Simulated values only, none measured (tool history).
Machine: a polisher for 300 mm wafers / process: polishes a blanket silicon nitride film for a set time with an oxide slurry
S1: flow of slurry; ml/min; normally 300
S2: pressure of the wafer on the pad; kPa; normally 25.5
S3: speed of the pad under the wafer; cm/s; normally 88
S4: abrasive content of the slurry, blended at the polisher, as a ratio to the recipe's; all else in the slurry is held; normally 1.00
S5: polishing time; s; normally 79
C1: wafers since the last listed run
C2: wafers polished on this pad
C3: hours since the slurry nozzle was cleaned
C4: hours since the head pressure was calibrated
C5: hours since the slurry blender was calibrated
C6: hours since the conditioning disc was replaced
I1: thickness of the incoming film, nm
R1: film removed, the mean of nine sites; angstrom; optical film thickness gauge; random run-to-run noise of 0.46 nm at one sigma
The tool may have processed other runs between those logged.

| run | hour | S1 | S2 | S3 | S4 | S5 | C1 | C2 | C3 | C4 | C5 | C6 | I1 | R1 |
|---|---|---|---|---|---|---|---|---|---|---|---|---|---|---|
| 1 | 0.0 | 300 | 25.5 | 100 | 1.00 | 79 | 0 | 388 | 290.2 | 881.6 | 49.1 | 186.5 | 523.4 | 360 |
|  | 36.3 | slurry nozzle cleaned |
|  | 49.5 | conditioning disc replaced and pad reconditioned |
| 2 | 69.6 | 300 | 25.5 | 88 | 1.00 | 59 | 630 | 1019 | 33.3 | 951.2 | 118.7 | 20.1 | 532.9 | 261 |
| 3 | 118.2 | 300 | 25.5 | 88 | 1.00 | 59 | 459 | 1478 | 81.9 | 999.8 | 167.3 | 68.7 | 533.2 | 252 |
| 4 | 143.1 | 300 | 25.5 | 88 | 1.20 | 79 | 235 | 1714 | 106.8 | 1024.7 | 192.2 | 93.6 | 531.4 | 364 |
|  | 188.5 | worn pad replaced by a new one |
| 5 | 208.3 | 300 | 25.5 | 88 | 1.20 | 79 | 579 | 187 | 172.0 | 1089.9 | 257.4 | 158.8 | 530.8 | 338 |
| 6 | 265.1 | 300 | 25.5 | 88 | 1.20 | 79 | 537 | 724 | 228.8 | 1146.7 | 314.2 | 215.6 | 524.7 | 320 |
|  | 285.9 | conditioning disc replaced and pad reconditioned |
| 7 | 327.5 | 300 | 25.5 | 88 | 1.00 | 79 | 571 | 1296 | 291.2 | 1209.1 | 376.6 | 41.6 | 525.8 | 313 |
|  | 373.8 | slurry blender recalibrated |
| 8 | 394.9 | 300 | 25.5 | 88 | 1.00 | 79 | 618 | 1914 | 358.6 | 1276.5 | 21.1 | 109.0 | 537.1 | 357 |
|  | 417.4 | slurry nozzle cleaned |
| 9 | 445.5 | 300 | 25.5 | 88 | 1.00 | 79 | 469 | 2384 | 28.1 | 1327.1 | 71.7 | 159.6 | 522.2 | 340 |
|  | 459.3 | worn pad replaced by a new one |
| 10 | 516.6 | 300 | 25.5 | 88 | 1.00 | 79 | 634 | 542 | 99.2 | 1398.2 | 142.8 | 230.7 | 522.7 | 303 |
|  | 560.6 | conditioning disc replaced and pad reconditioned |
| 11 | 571.6 | 265 | 25.5 | 114 | 1.00 | 79 | 501 | 1044 | 154.2 | 1453.2 | 197.8 | 11.0 | 525.0 | 388 |
| 12 | 610.1 | 300 | 25.5 | 88 | 1.00 | 61 | 364 | 1408 | 192.7 | 1491.7 | 236.3 | 49.5 | 533.8 | 254 |
|  | 614.3 | head pressure recalibrated |
|  | 719.5 | worn pad replaced by a new one |
|  | 727.4 | slurry nozzle cleaned |
| 13 | 747.3 | 300 | 18.6 | 88 | 1.00 | 79 | 1231 | 253 | 19.9 | 133.0 | 373.5 | 186.7 | 534.1 | 222 |
| 14 | 780.5 | 340 | 25.5 | 76 | 1.25 | 79 | 314 | 568 | 53.1 | 166.2 | 406.7 | 219.9 | 535.4 | 300 |
|  | 804.8 | conditioning disc replaced and pad reconditioned |
| 15 | 834.1 | 245 | 25.5 | 88 | 1.00 | 56 | 488 | 1056 | 106.7 | 219.8 | 460.3 | 29.3 | 525.5 | 221 |
| 16 | 864.2 | 300 | 25.5 | 88 | 1.00 | 79 | 284 | 1341 | 136.8 | 249.9 | 490.4 | 59.4 | 536.6 | 316 |
|  | 872.4 | slurry blender recalibrated |
| 17 | 894.2 | 250 | 25.5 | 88 | 0.70 | 79 | 264 | 1605 | 166.8 | 279.9 | 21.8 | 89.4 | 531.5 | 293 |
|  | 934.0 | worn pad replaced by a new one |
| 18 | 934.5 | 300 | 25.5 | 88 | 1.00 | 72 | 343 | 4 | 207.1 | 320.2 | 62.1 | 129.7 | 532.3 | 308 |
| 19 | 996.7 | 300 | 25.5 | 88 | 1.00 | 79 | 588 | 592 | 269.3 | 382.4 | 124.3 | 191.9 | 532.5 | 303 |
|  | 1042.0 | conditioning disc replaced and pad reconditioned |
|  | 1087.1 | slurry nozzle cleaned |
|  | 1172.7 | worn pad replaced by a new one |
| 20 | 1174.5 | 330 | 28.3 | 88 | 1.10 | 79 | 1616 | 16 | 87.4 | 560.2 | 302.1 | 132.5 | 531.0 | 356 |
| 21 | 1221.0 | 300 | 25.5 | 88 | 1.15 | 61 | 439 | 456 | 133.9 | 606.7 | 348.6 | 179.0 | 534.9 | 239 |

Results per run with the tool's hidden condition removed, run-to-run variation unchanged:
Hidden conditions of the tool in this case: removal rate lost through wear of the pad, %; slurry flow missing at the pad, %; deviation of the head's pressure from its setpoint, %; abrasive missing from the slurry, %; time polished since the conditioner stopped cutting, s.
| run | R1 |
|---|---|
| 1 | 408 |
| 2 | 286 |
| 3 | 285 |
| 4 | 416 |
| 5 | 408 |
| 6 | 407 |
| 7 | 371 |
| 8 | 376 |
| 9 | 382 |
| 10 | 373 |
| 11 | 440 |
| 12 | 293 |
| 13 | 277 |
| 14 | 383 |
| 15 | 268 |
| 16 | 387 |
| 17 | 320 |
| 18 | 351 |
| 19 | 374 |
| 20 | 446 |
| 21 | 309 |
